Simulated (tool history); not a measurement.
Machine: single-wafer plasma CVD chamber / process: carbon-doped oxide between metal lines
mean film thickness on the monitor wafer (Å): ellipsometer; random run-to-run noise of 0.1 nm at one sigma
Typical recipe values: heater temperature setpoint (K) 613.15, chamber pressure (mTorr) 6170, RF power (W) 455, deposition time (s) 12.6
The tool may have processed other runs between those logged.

run   hour  heater temperature setpoint (K)  chamber pressure (mTorr)  RF power (W)  deposition time (s)  read-back reference wafer on the same gauge, thickness_nm  mean film thickness on the monitor wafer (Å)
  1      0                           613.15                      6170           455                 12.6                                                     71.704                                        653.51
  2    7.5                           613.15                      6170           455                 12.6                                                     71.749                                        652.76
  3   22.7                           613.15                      6170           455                 12.6                                                     71.682                                        652.64
  4   32.7                           613.15                      6170           455                 12.6                                                     71.676                                        650.74
  5   43.1                           613.15                      6170           455                 12.6                                                     71.739                                        649.23
  6   49.8                           613.15                      6170           455                 12.6                                                     71.702                                        651.53
  7   94.4                           613.15                      6170           455                 12.6                                                     71.709                                         649.8
  8    106                           613.15                      5810           455                 12.6                                                     71.655                                        643.96
     112.1  -- gauge calibrated
     127.2  -- thermocouple changed; heater temperature recalibrated
  9  127.7                           613.15                      5810           455                 12.6                                                     71.753                                        643.07
 10    129                           613.15                      6170           455                 12.6                                                     71.746                                        646.99
     147.3  -- showerhead replaced
 11  147.8                           613.15                      6170           455                 12.6                                                     71.714                                        647.16
 12  161.4                           613.15                      6170           455                 14.5                                                     71.666                                        740.28
     169.9  -- capacitance manometer re-zeroed and calibrated
 13  172.3                           604.15                      4710           425                 12.6                                                     71.644                                        606.79
 14  182.3                           605.15                      6560           400                   15                                                     71.699                                        708.49
 15  194.7                           604.15                      4710           425                 12.6                                                     71.671                                        603.34
 16    204                           613.15                      6170           455                 12.6                                                     71.709                                        644.55
     218.9  -- RF generator calibrated
 17  219.4                           613.15                      4920           455                 14.9                                                     71.673                                        771.09
 18  229.9                           613.15                      4890           400                 12.6                                                     71.704                                        589.26
 19  245.6                           600.15                      5160           395                 10.8                                                     71.714                                        525.47
 20  260.8                           619.15                      6170           455                 12.6                                                      71.76                                        661.86
 21  278.7                           613.15                      6170           455                 12.6                                                     71.704                                        672.14
 22  286.9                           613.15                      7270           430                 12.6                                                     71.692                                        651.95

Consider 5 possible next runs. They are alternatives, not a sequence: every one starts from the tool as it was left by run 22. What does each give?
  A  287.3                           620.15                      6170           455                 12.6                                                          ?                                             ?
  B  287.3                           602.15                      5340           530                 10.4                                                          ?                                             ?
  C  287.3                           604.15                      7480           495                 10.8                                                          ?                                             ?
  D  287.3                           621.15                      6170           455                 14.7                                                          ?                                             ?
  E  287.3                           613.15                      5110           455                 13.5                                                          ?                                             ?

run  read-back reference wafer on the same gauge, thickness_nm  mean film thickness on the monitor wafer (Å)
  A                                                     71.689                                         659.9
  B                                                     71.689                                         628.8
  C                                                     71.689                                        639.69
  D                                                     71.689                                        765.82
  E                                                     71.689                                        702.94
The same runs, with their run-to-run variation unchanged, on a tool lacking any hidden condition would have given:
run  mean film thickness on the monitor wafer (Å)
  A                                        669.51
  B                                        636.61
  C                                        647.79
  D                                        776.96
  E                                        713.17
